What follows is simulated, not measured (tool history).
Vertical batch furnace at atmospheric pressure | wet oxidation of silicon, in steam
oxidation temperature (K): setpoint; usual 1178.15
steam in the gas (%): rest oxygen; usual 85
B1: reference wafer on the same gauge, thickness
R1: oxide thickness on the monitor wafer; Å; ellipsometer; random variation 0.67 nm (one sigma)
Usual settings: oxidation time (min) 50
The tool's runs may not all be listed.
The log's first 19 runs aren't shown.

{"run": 20, "hour": 430.8, "oxidation temperature (K)": 1178.15, "oxidation time (min)": 40, "steam in the gas (%)": 94, "B1": 144.64, "R1": 1250.4}
{"run": 21, "hour": 461.1, "oxidation temperature (K)": 1171.15, "oxidation time (min)": 69, "steam in the gas (%)": 89, "B1": 144.76, "R1": 1764.3}
{"run": 22, "hour": 552.2, "oxidation temperature (K)": 1178.15, "oxidation time (min)": 50, "steam in the gas (%)": 85, "B1": 145.02, "R1": 1411.8}
{"run": 23, "hour": 570.2, "oxidation temperature (K)": 1186.15, "oxidation time (min)": 26.5, "steam in the gas (%)": 77, "B1": 145.01, "R1": 790.7}
{"run": 24, "hour": 602.2, "oxidation temperature (K)": 1178.15, "oxidation time (min)": 50, "steam in the gas (%)": 75, "B1": 144.85, "R1": 1253.4}
{"hour": 627.5, "done": "thermocouples replaced and temperature profile calibrated"}
{"run": 25, "hour": 629.2, "oxidation temperature (K)": 1178.15, "oxidation time (min)": 50, "steam in the gas (%)": 85, "B1": 144.74, "R1": 1349}
{"run": 26, "hour": 647.7, "oxidation temperature (K)": 1178.15, "oxidation time (min)": 50, "steam in the gas (%)": 85, "B1": 144.9, "R1": 1339.3}
{"run": 27, "hour": 676.5, "oxidation temperature (K)": 1178.15, "oxidation time (min)": 50, "steam in the gas (%)": 85, "B1": 144.58, "R1": 1353.7}
{"hour": 711.3, "done": "steam generator serviced"}
{"run": 28, "hour": 712.3, "oxidation temperature (K)": 1178.15, "oxidation time (min)": 36.5, "steam in the gas (%)": 85, "B1": 145.21, "R1": 1013.6}
{"run": 29, "hour": 743.3, "oxidation temperature (K)": 1187.15, "oxidation time (min)": 43, "steam in the gas (%)": 85, "B1": 144.78, "R1": 1319.9}
{"run": 30, "hour": 776.0, "oxidation temperature (K)": 1201.15, "oxidation time (min)": 50, "steam in the gas (%)": 97, "B1": 144.92, "R1": 1996.6}
{"run": 31, "hour": 794.7, "oxidation temperature (K)": 1178.15, "oxidation time (min)": 50, "steam in the gas (%)": 85, "B1": 144.87, "R1": 1341.7}
{"run": 32, "hour": 813.7, "oxidation temperature (K)": 1158.15, "oxidation time (min)": 50, "steam in the gas (%)": 85, "B1": 145.31, "R1": 984.6}
{"run": 33, "hour": 848.3, "oxidation temperature (K)": 1178.15, "oxidation time (min)": 27.5, "steam in the gas (%)": 85, "B1": 145.24, "R1": 775.1}
{"run": 34, "hour": 875.2, "oxidation temperature (K)": 1178.15, "oxidation time (min)": 73.5, "steam in the gas (%)": 94, "B1": 145, "R1": 2087.2}
{"run": 35, "hour": 905.1, "oxidation temperature (K)": 1186.15, "oxidation time (min)": 50, "steam in the gas (%)": 85, "B1": 144.82, "R1": 1498.1}
{"run": 36, "hour": 936.0, "oxidation temperature (K)": 1163.15, "oxidation time (min)": 70, "steam in the gas (%)": 75, "B1": 144.89, "R1": 1306}
{"run": 37, "hour": 960.8, "oxidation temperature (K)": 1178.15, "oxidation time (min)": 63, "steam in the gas (%)": 78, "B1": 144.95, "R1": 1535.6}
{"run": 38, "hour": 995.6, "oxidation temperature (K)": 1159.15, "oxidation time (min)": 50, "steam in the gas (%)": 85, "B1": 145.12, "R1": 1005.9}
{"run": 39, "hour": 1009.1, "oxidation temperature (K)": 1178.15, "oxidation time (min)": 50, "steam in the gas (%)": 85, "B1": 145.13, "R1": 1352.8}

3 ways to go on from here, each from the tool as it stands after run 39. What would each give?
{"run": "A", "hour": 1013.2, "oxidation temperature (K)": 1178.15, "oxidation time (min)": 50, "steam in the gas (%)": 85, "B1": "?", "R1": "?"}
{"run": "B", "hour": 1013.2, "oxidation temperature (K)": 1178.15, "oxidation time (min)": 50, "steam in the gas (%)": 94, "B1": "?", "R1": "?"}
{"run": "C", "hour": 1013.2, "oxidation temperature (K)": 1178.15, "oxidation time (min)": 36, "steam in the gas (%)": 80, "B1": "?", "R1": "?"}

run=A B1=144.89 R1=1355.6
run=B B1=144.89 R1=1484.3
run=C B1=144.89 R1=948.6
Without the tool's hidden state the same runs would have given:
run=A R1=1339
run=B R1=1466.4
run=C R1=936.4
